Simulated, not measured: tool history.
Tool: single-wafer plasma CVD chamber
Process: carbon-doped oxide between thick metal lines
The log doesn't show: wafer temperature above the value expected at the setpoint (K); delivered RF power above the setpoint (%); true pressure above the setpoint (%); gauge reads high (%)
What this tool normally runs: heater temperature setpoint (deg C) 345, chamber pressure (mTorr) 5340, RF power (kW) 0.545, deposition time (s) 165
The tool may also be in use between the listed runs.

run    hour  heater temperature setpoint (deg C)  chamber pressure (mTorr)  RF power (kW)  deposition time (s)  wafers since the last listed run  hours since the last thermocouple change  hours since the last RF generator calibration  hours since the last manometer calibration  hours since the showerhead was replaced  hours since the gauge calibration  read-back reference wafer on the same gauge, thickness_nm  mean film thickness on the monitor wafer (Å)
  1     0.0                                  345                      5340          0.490                  165                                 0                                    2424.2                                          897.5                                       677.4                                   5216.7                             1101.2                                                   1012.679                                       7839.74
  2    54.3                                  345                      5340          0.490                  165                               608                                    2478.5                                          951.8                                       731.7                                   5271.0                             1155.5                                                   1011.954                                       7878.12
  3   104.4                                  345                      5340          0.545                  165                               561                                    2528.6                                         1001.9                                       781.8                                   5321.1                             1205.6                                                   1012.603                                       8540.30
  4   163.8                                  345                      5340          0.545                  165                               665                                    2588.0                                         1061.3                                       841.2                                   5380.5                             1265.0                                                   1011.663                                       8554.72
  5   207.8                                  356                      5340          0.545                  165                               493                                    2632.0                                         1105.3                                       885.2                                   5424.5                             1309.0                                                   1012.159                                       8260.67
  6   244.3                                  356                      5340          0.545                  165                               409                                    2668.5                                         1141.8                                       921.7                                   5461.0                             1345.5                                                   1012.893                                       8201.60
  7   300.2                                  345                      5340          0.545                  165                               626                                    2724.4                                         1197.7                                       977.6                                   5516.9                             1401.4                                                   1011.971                                       8459.90
  8   370.3                                  345                      5620          0.545                  165                               785                                    2794.5                                         1267.8                                      1047.7                                   5587.0                             1471.5                                                   1011.926                                       8584.86
  9   395.4                                  345                      5340          0.520                  165                               281                                    2819.6                                         1292.9                                      1072.8                                   5612.1                             1496.6                                                   1010.818                                       8178.40
 10   446.4                                  345                      5340          0.520                  165                               571                                    2870.6                                         1343.9                                      1123.8                                   5663.1                             1547.6                                                   1011.896                                       8170.38
      476.9  -- capacitance manometer re-zeroed and calibrated
      480.1  -- showerhead replaced
 11   515.5                                  345                      5340          0.520                  165                               649                                    2939.7                                         1413.0                                        38.6                                     35.4                             1616.7                                                   1012.562                                       8280.98
      664.7  -- thermocouple changed; heater temperature recalibrated
 12   665.2                                  345                      5340          0.545                  148                              1588                                       0.5                                         1562.7                                       188.3                                    185.1                             1766.4                                                   1012.412                                       7613.91
 13   687.6                                  345                      5340          0.545                  146                               251                                      22.9                                         1585.1                                       210.7                                    207.5                             1788.8                                                   1011.139                                       7548.67
 14   746.7                                  345                      5340          0.545                  165                               662                                      82.0                                         1644.2                                       269.8                                    266.6                             1847.9                                                   1011.276                                       8420.99
 15   796.1                                  345                      5340          0.545                  165                               553                                     131.4                                         1693.6                                       319.2                                    316.0                             1897.3                                                   1011.780                                       8482.36
 16   822.7                                  345                      5340          0.545                  165                               298                                     158.0                                         1720.2                                       345.8                                    342.6                             1923.9                                                   1012.221                                       8477.44
      845.5  -- gauge calibrated
 17   880.2                                  337                      4660          0.505                  141                               644                                     215.5                                         1777.7                                       403.3                                    400.1                               34.7                                                   1011.161                                       6827.36
     1028.7  -- RF generator calibrated
 18  1066.0                                  345                      4300          0.545                  165                              1993                                     401.3                                           37.3                                       589.1                                    585.9                              220.5                                                   1012.219                                       8295.22
 19  1113.2                                  356                      5340          0.545                  165                               529                                     448.5                                           84.5                                       636.3                                    633.1                              267.7                                                   1011.972                                       8368.56
 20  1153.1                                  337                      4430          0.645                  165                               447                                     488.4                                          124.4                                       676.2                                    673.0                              307.6                                                   1011.256                                       9619.15
 21  1194.7                                  345                      4320          0.545                  176                               466                                     530.0                                          166.0                                       717.8                                    714.6                              349.2                                                   1010.641                                       8850.87
 22  1240.5                                  345                      5340          0.630                  165                               513                                     575.8                                          211.8                                       763.6                                    760.4                              395.0                                                   1012.274                                       9539.17

What does the tool deliver on the next run?
 23  1352.8                                  353                      6200          0.600                  176                              1259                                     688.1                                          324.1                                       875.9                                    872.7                              507.3                                                          ?                                             ?

For run 23 the tool returned read-back reference wafer on the same gauge, thickness_nm 1011.564, mean film thickness on the monitor wafer (Å) 9864.13.
Minus the tool's unlogged condition, the same run would have read mean film thickness on the monitor wafer (Å) 10130.84.
